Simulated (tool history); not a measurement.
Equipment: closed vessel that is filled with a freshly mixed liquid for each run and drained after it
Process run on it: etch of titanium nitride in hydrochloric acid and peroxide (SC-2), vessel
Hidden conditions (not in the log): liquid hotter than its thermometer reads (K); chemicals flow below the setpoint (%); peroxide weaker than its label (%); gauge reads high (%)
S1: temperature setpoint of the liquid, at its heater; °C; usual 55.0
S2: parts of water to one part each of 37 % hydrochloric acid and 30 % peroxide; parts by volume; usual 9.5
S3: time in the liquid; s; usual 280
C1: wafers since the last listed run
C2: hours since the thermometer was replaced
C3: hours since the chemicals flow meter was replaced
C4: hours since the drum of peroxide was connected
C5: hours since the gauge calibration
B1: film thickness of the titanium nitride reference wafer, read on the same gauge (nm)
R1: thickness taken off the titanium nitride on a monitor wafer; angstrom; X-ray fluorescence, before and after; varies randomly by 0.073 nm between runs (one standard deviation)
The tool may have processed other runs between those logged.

run    hour    S1    S2   S3    C1      C2      C3     C4      C5     B1     R1
  1     0.0  55.0   9.5  280     0   726.3  1161.3  270.9   500.4  80.00  100.1
       47.1  -- new drum of peroxide connected
  2    92.0  55.0   9.5  280  4924   818.3  1253.3   44.9   592.4  79.99  100.5
  3   130.7  55.0   9.5  280  2094   857.0  1292.0   83.6   631.1  79.99   99.4
  4   220.1  55.0   7.0  365  4837   946.4  1381.4  173.0   720.5  80.01  170.9
  5   264.6  55.0   7.0  365  2408   990.9  1425.9  217.5   765.0  80.00  170.1
  6   323.9  55.0   9.5  280  3209  1050.2  1485.2  276.8   824.3  80.03  102.4
  7   385.0  55.0   9.5  280  3306  1111.3  1546.3  337.9   885.4  80.03  102.6
      396.5  -- new drum of peroxide connected
      415.7  -- chemicals flow meter replaced
  8   458.7  55.0   9.5  280  3880  1185.0    43.0   62.2   959.1  80.02  103.0
  9   554.0  55.0   9.5  280  5157  1280.3   138.3  157.5  1054.4  80.00  104.3
 10   592.2  55.0   4.5  280  2067  1318.5   176.5  195.7  1092.6  80.00  182.3
 11   631.5  55.0   5.0  165  2126  1357.8   215.8  235.0  1131.9  80.01  100.0
      692.7  -- gauge calibrated
 12   720.9  55.0   7.5  280  4837  1447.2   305.2  324.4    28.2  80.02  125.9
      732.9  -- new drum of peroxide connected
 13   811.1  55.0   5.5  330  4827  1537.4   395.4   78.2   118.4  79.99  186.1
      822.0  -- thermometer replaced
 14   882.2  58.5  12.5  280  3793    60.2   466.5  149.3   189.5  80.00   97.0
 15   973.2  64.0  12.0  280  4924   151.2   557.5  240.3   280.5  79.99  142.2
 16  1066.0  61.0   9.5  440  5021   244.0   650.3  333.1   373.3  79.97  224.6

Subtracting, for every run, the result it would have given without the tool's unlogged condition from the measured result gives the following. The same run-to-run variation enters both numbers; the gauge's scatter may not:
run     R1
  1   +3.7
  2   +4.2
  3   +4.4
  4   +8.2
  5   +8.4
  6   +5.4
  7   +5.7
  8   +6.2
  9   +6.6
 10  +12.0
 11   +6.7
 12   +9.0
 13  +14.2
 14   +1.0
 15   +2.2
 16   +4.4

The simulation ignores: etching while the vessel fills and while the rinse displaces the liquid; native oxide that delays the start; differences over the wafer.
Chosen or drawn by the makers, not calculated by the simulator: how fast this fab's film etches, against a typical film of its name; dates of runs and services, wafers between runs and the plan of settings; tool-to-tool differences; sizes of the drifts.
